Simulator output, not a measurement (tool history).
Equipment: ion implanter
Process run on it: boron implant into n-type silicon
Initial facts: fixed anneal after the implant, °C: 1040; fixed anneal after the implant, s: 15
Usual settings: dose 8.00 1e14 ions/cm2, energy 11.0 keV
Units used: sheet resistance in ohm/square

run    hour   dose  energy  wafers since the last listed run  hours since the last dose calibration  hours since the extraction supply was calibrated  hours since the gauge calibration  read-back reference wafer on the same gauge, sheet resistance  sheet resistance
  1     0.0   8.00    11.0                                 0                                  294.2                                            5024.4                              461.8                                                         129.98            146.30
  2    63.0   8.72    11.0                               882                                  357.2                                            5087.4                              524.8                                                         129.97            136.29
  3   154.5   8.00    11.0                              1281                                  448.7                                            5178.9                              616.3                                                         130.02            146.80
  4   203.1   6.17     9.5                               680                                  497.3                                            5227.5                              664.9                                                         129.95            186.40
  5   284.4   8.50    11.0                              1138                                  578.6                                            5308.8                              746.2                                                         129.96            139.73
  6   588.0   8.00    11.0                              4252                                  882.2                                            5612.4                             1049.8                                                         130.07            147.64
  7   634.3   8.00    11.0                               648                                  928.5                                            5658.7                             1096.1                                                         129.85            147.31
  8   710.1   8.00    11.0                              1061                                 1004.3                                            5734.5                             1171.9                                                         130.01            147.11
  9   752.4   8.00    11.0                               592                                 1046.6                                            5776.8                             1214.2                                                         130.05            147.80
 10   827.8   8.00    11.0                              1056                                 1122.0                                            5852.2                             1289.6                                                         130.05            147.43
 11   899.6   9.33    11.0                              1005                                 1193.8                                            5924.0                             1361.4                                                         129.96            130.12
 12   990.9   8.00    11.0                              1278                                 1285.1                                            6015.3                             1452.7                                                         130.01            147.70
 13  1083.5   8.00    11.0                              1296                                 1377.7                                            6107.9                             1545.3                                                         130.07            147.93
 14  1156.8   8.00    11.0                              1026                                 1451.0                                            6181.2                             1618.6                                                         129.85            148.05
 15  1228.5  10.24     8.0                              1004                                 1522.7                                            6252.9                             1690.3                                                         130.07            128.01
 16  1286.1   6.13    13.5                               806                                 1580.3                                            6310.5                             1747.9                                                         129.99            183.08
     1349.9  -- extraction supply calibrated
 17  1588.7   9.26     7.5                              4126                                 1882.9                                             238.8                             2050.5                                                         130.03            139.39
 18  1643.8  10.02    13.5                               771                                 1938.0                                             293.9                             2105.6                                                         129.99            120.35
     1686.6  -- Faraday cup replaced and dose calibrated
 19  1694.5   8.00    11.0                               598                                    7.9                                             344.6                             2156.3                                                         129.99            146.21
 20  1821.4   9.79     9.0                              1777                                  134.8                                             471.5                             2283.2                                                         130.06            128.47
     1873.2  -- gauge calibrated
 21  1876.2   8.66    11.0                               767                                  189.6                                             526.3                                3.0                                                         129.99            137.28
 22  1977.7   8.00    11.0                              1421                                  291.1                                             627.8                              104.5                                                         130.01            147.02
 23  2043.6   8.00     9.0                               922                                  357.0                                             693.7                              170.4                                                         129.94            150.77
 24  2089.1   8.00    11.0                               637                                  402.5                                             739.2                              215.9                                                         129.97            146.98
 25  2148.3   8.00    11.0                               829                                  461.7                                             798.4                              275.1                                                         130.06            147.05
 26  2208.7   8.00    11.0                               845                                  522.1                                             858.8                              335.5                                                         130.07            147.14
 27  2291.5   8.68     8.5                              1159                                  604.9                                             941.6                              418.3                                                         130.04            142.55
 28  2371.2   7.23    14.0                              1116                                  684.6                                            1021.3                              498.0                                                         130.01            157.36

Predict each of these 3 candidate next runs independently; none follows another, all start after run 28:
  A  2371.6  8.00    11.0                                 5                                  685.0                                            1021.7                              498.4                                                              ?                 ?
  B  2371.6  6.52    11.0                                 5                                  685.0                                            1021.7                              498.4                                                              ?                 ?
  C  2371.6  9.85    14.5                                 5                                  685.0                                            1021.7                              498.4                                                              ?                 ?

run  read-back reference wafer on the same gauge, sheet resistance  sheet resistance
  A                                                         130.09            147.28
  B                                                         130.09            175.77
  C                                                         130.09            119.80
Without the tool's unlogged condition, the same runs would have read:
run  sheet resistance
  A            146.10
  B            174.33
  C            118.85

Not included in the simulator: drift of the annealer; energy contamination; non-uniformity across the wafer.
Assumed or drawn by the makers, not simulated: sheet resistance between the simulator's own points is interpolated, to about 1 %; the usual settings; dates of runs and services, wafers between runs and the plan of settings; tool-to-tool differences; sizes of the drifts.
